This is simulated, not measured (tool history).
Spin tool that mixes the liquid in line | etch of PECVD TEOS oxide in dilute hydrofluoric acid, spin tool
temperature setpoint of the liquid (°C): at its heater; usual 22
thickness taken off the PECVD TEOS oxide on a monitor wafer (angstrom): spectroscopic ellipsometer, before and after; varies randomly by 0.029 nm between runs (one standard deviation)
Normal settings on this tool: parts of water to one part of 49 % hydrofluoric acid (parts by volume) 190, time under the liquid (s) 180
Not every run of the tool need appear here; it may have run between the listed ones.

run   hour  temperature setpoint of the liquid (°C)  parts of water to one part of 49 % hydrofluoric acid (parts by volume)  time under the liquid (s)  wafers since the last listed run  hours since the thermometer was replaced  hours since the hydrofluoric acid flow meter was replaced  hours since the gauge calibration  read-back film thickness of the PECVD TEOS oxide reference wafer, read on the same gauge (nm)  thickness taken off the PECVD TEOS oxide on a monitor wafer (angstrom)
  1      0                                       19                                                                     190                        180                                 0                                    2435.9                                                       1507                              377.6                                                                                          39.99                                                                    73.8
  2   33.1                                       19                                                                     190                        180                               292                                      2469                                                     1540.1                              410.7                                                                                          40.01                                                                    73.8
  3   54.8                                       19                                                                     190                        180                               191                                    2490.7                                                     1561.8                              432.4                                                                                          39.97                                                                    73.6
  4   85.7                                       22                                                                     190                        180                               272                                    2521.6                                                     1592.7                              463.3                                                                                          39.99                                                                    82.1
  5  118.1                                       22                                                                     190                        180                               286                                      2554                                                     1625.1                              495.7                                                                                          40.01                                                                    82.8
  6  148.7                                       22                                                                     190                        180                               270                                    2584.6                                                     1655.7                              526.3                                                                                          39.99                                                                    82.2
  7  163.2                                       22                                                                     190                        120                               128                                    2599.1                                                     1670.2                              540.8                                                                                          40.01                                                                    55.1
  8  196.4                                       22                                                                     190                        215                               293                                    2632.3                                                     1703.4                                574                                                                                          40.02                                                                    98.5
     207.4  -- thermometer replaced
  9  211.5                                       22                                                                     190                        215                               124                                       4.1                                                     1718.5                              589.1                                                                                          40.01                                                                      90
 10  224.9                                       22                                                                     190                        215                               118                                      17.5                                                     1731.9                              602.5                                                                                          39.98                                                                    89.9
     241.2  -- gauge calibrated
 11  254.4                                       22                                                                     190                        180                               260                                        47                                                     1761.4                               13.2                                                                                          40.02                                                                    75.2
 12  267.7                                       22                                                                     190                        180                               117                                      60.3                                                     1774.7                               26.5                                                                                          40.02                                                                    75.6
 13    280                                       26                                                                     280                        215                               108                                      72.6                                                       1787                               38.8                                                                                          40.05                                                                    64.3
 14  293.3                                       26                                                                     165                        180                               117                                      85.9                                                     1800.3                               52.1                                                                                          40.03                                                                   103.4
 15  308.9                                       22                                                                     190                        180                               137                                     101.5                                                     1815.9                               67.7                                                                                          39.99                                                                    75.8
 16  321.7                                       22                                                                     190                        130                               113                                     114.3                                                     1828.7                               80.5                                                                                          39.98                                                                    54.9
 17  333.9                                       27                                                                     215                        150                               107                                     126.5                                                     1840.9                               92.7                                                                                          39.98                                                                    65.3
 18    366                                       19                                                                     275                        180                               283                                     158.6                                                       1873                              124.8                                                                                             40                                                                    43.3
 19  380.2                                     24.5                                                                     260                        215                               125                                     172.8                                                     1887.2                                139                                                                                          39.97                                                                      67
     395.9  -- hydrofluoric acid flow meter replaced
 20  413.8                                     17.5                                                                     280                        285                               287                                     206.4                                                       17.9                              172.6                                                                                          39.99                                                                    62.9
 21  431.8                                       22                                                                     190                        180                               158                                     224.4                                                       35.9                              190.6                                                                                          39.99                                                                    75.8
 22  453.9                                       22                                                                     190                        180                               195                                     246.5                                                         58                              212.7                                                                                          39.98                                                                    76.2
 23  469.6                                     23.5                                                                     190                        100                               138                                     262.2                                                       73.7                              228.4                                                                                          40.06                                                                    44.7
 24  485.5                                     19.5                                                                     190                        210                               140                                     278.1                                                       89.6                              244.3                                                                                          39.99                                                                    80.5
 25  511.9                                       22                                                                     190                        210                               233                                     304.5                                                        116                              270.7                                                                                          40.04                                                                    88.6

4 options for the next run, each taken on its own from the tool as it stands now. Forecast them:
  A  512.4                                       22                                                                     190                        255                                 4                                       305                                                      116.5                              271.2                                                                                              ?                                                                       ?
  B  512.4                                     26.5                                                                     105                        215                                 4                                       305                                                      116.5                              271.2                                                                                              ?                                                                       ?
  C  512.4                                       27                                                                     270                        140                                 4                                       305                                                      116.5                              271.2                                                                                              ?                                                                       ?
  D  512.4                                       22                                                                     145                        180                                 4                                       305                                                      116.5                              271.2                                                                                              ?                                                                       ?

run  read-back film thickness of the PECVD TEOS oxide reference wafer, read on the same gauge (nm)  thickness taken off the PECVD TEOS oxide on a monitor wafer (angstrom)
  A                                                                                          40.01                                                                   108.2
  B                                                                                          40.01                                                                   216.5
  C                                                                                          40.01                                                                    45.9
  D                                                                                          40.01                                                                   105.1
Without the tool's hidden state the same runs would have given:
run  thickness taken off the PECVD TEOS oxide on a monitor wafer (angstrom)
  A                                                                   106.1
  B                                                                   212.1
  C                                                                    45.1
  D                                                                     103
